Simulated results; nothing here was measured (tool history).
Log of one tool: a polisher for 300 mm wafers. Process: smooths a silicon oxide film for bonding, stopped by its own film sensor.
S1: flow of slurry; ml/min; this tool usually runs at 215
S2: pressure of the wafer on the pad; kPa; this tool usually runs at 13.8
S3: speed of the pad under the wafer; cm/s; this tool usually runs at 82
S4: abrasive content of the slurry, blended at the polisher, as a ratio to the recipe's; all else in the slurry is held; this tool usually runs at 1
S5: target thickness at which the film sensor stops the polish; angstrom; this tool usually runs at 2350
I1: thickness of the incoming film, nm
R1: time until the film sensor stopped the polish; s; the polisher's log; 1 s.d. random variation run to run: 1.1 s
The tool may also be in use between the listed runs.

| run | day | S1 | S2 | S3 | S4 | S5 | I1 | R1 |
|---|---|---|---|---|---|---|---|---|
| 1 | 0 | 215 | 13.8 | 82 | 1 | 2350 | 288.7 | 81 |
|  | 2.658 | slurry blender recalibrated |
| 2 | 3.004 | 215 | 13.8 | 82 | 1 | 2350 | 288.9 | 81.2 |
| 3 | 5.846 | 215 | 13.8 | 82 | 1 | 2350 | 295.1 | 91.6 |
|  | 8.988 | head pressure recalibrated |
| 4 | 10.029 | 215 | 13.8 | 82 | 1 | 2350 | 290.2 | 85.2 |
|  | 11.867 | worn pad replaced by a new one |
| 5 | 11.888 | 215 | 13.8 | 82 | 1 | 2350 | 293 | 88.7 |
| 6 | 13.425 | 265 | 13.8 | 82 | 1 | 2350 | 294.3 | 88.4 |
| 7 | 15.654 | 215 | 13.8 | 82 | 1 | 2350 | 290.3 | 82.4 |
|  | 18.462 | slurry nozzle cleaned |
| 8 | 18.838 | 215 | 13.8 | 82 | 1 | 2350 | 288 | 80.5 |
| 9 | 21.392 | 215 | 13.8 | 82 | 1 | 2350 | 295.1 | 93.6 |
| 10 | 23.325 | 155 | 13.8 | 82 | 1 | 2350 | 292 | 92.9 |
| 11 | 26.646 | 215 | 13.8 | 56 | 1 | 2350 | 286.6 | 103.7 |
| 12 | 29.288 | 215 | 10.3 | 82 | 1 | 2220 | 289.7 | 136.2 |
|  | 29.712 | slurry blender recalibrated |
| 13 | 31.571 | 215 | 13.8 | 82 | 1 | 2350 | 284.7 | 73.8 |
| 14 | 33.879 | 265 | 13.8 | 74 | 0.8 | 2350 | 285.6 | 89.2 |
| 15 | 36.529 | 215 | 9.7 | 82 | 1 | 2260 | 294.5 | 145.6 |
|  | 36.958 | worn pad replaced by a new one |
|  | 38.708 | head pressure recalibrated |
| 16 | 39.075 | 250 | 16.5 | 82 | 1 | 2480 | 287.8 | 50.3 |
|  | 41.942 | slurry nozzle cleaned |
| 17 | 43.512 | 215 | 13.8 | 82 | 1 | 2460 | 288.8 | 65.9 |
| 18 | 46.896 | 215 | 13.8 | 82 | 1 | 2350 | 288.5 | 81.8 |
| 19 | 50.312 | 215 | 13.8 | 82 | 1.3 | 2180 | 293.1 | 107.3 |
|  | 51.808 | slurry blender recalibrated |
| 20 | 59.338 | 215 | 13.8 | 82 | 1 | 2350 | 283.6 | 74.6 |
|  | 59.638 | worn pad replaced by a new one |
| 21 | 62.075 | 215 | 13.8 | 82 | 0.75 | 2530 | 289.4 | 61.5 |
|  | 63.004 | head pressure recalibrated |
| 22 | 65.192 | 215 | 13.8 | 82 | 1 | 2350 | 291.8 | 85.4 |
|  | 69.079 | slurry nozzle cleaned |
|  | 72.562 | slurry blender recalibrated |
| 23 | 72.692 | 215 | 13.8 | 60 | 1 | 2530 | 291.2 | 73.9 |
| 24 | 76.296 | 215 | 13.8 | 82 | 1 | 2350 | 290.2 | 84.6 |
| 25 | 79.792 | 190 | 13.8 | 82 | 0.8 | 2180 | 289.1 | 120 |
| 26 | 83.092 | 215 | 13.8 | 82 | 1 | 2350 | 288.7 | 83.2 |
|  | 83.988 | worn pad replaced by a new one |
| 27 | 87.458 | 215 | 13.8 | 82 | 0.7 | 2350 | 290.2 | 95.4 |
| 28 | 90.054 | 215 | 13.8 | 82 | 1 | 2350 | 289.8 | 83.1 |
|  | 92.704 | head pressure recalibrated |
| 29 | 93.35 | 215 | 13.8 | 62 | 1.3 | 2210 | 285.5 | 111.6 |

Run-by-run hidden state of the tool:
removal rate lost through wear of the pad, %: 0 in every run
slurry flow missing at the pad, %: 0 in every run
deviation of the head's pressure from its setpoint, %: 0 in every run
abrasive missing from the slurry, %: 0 in every run
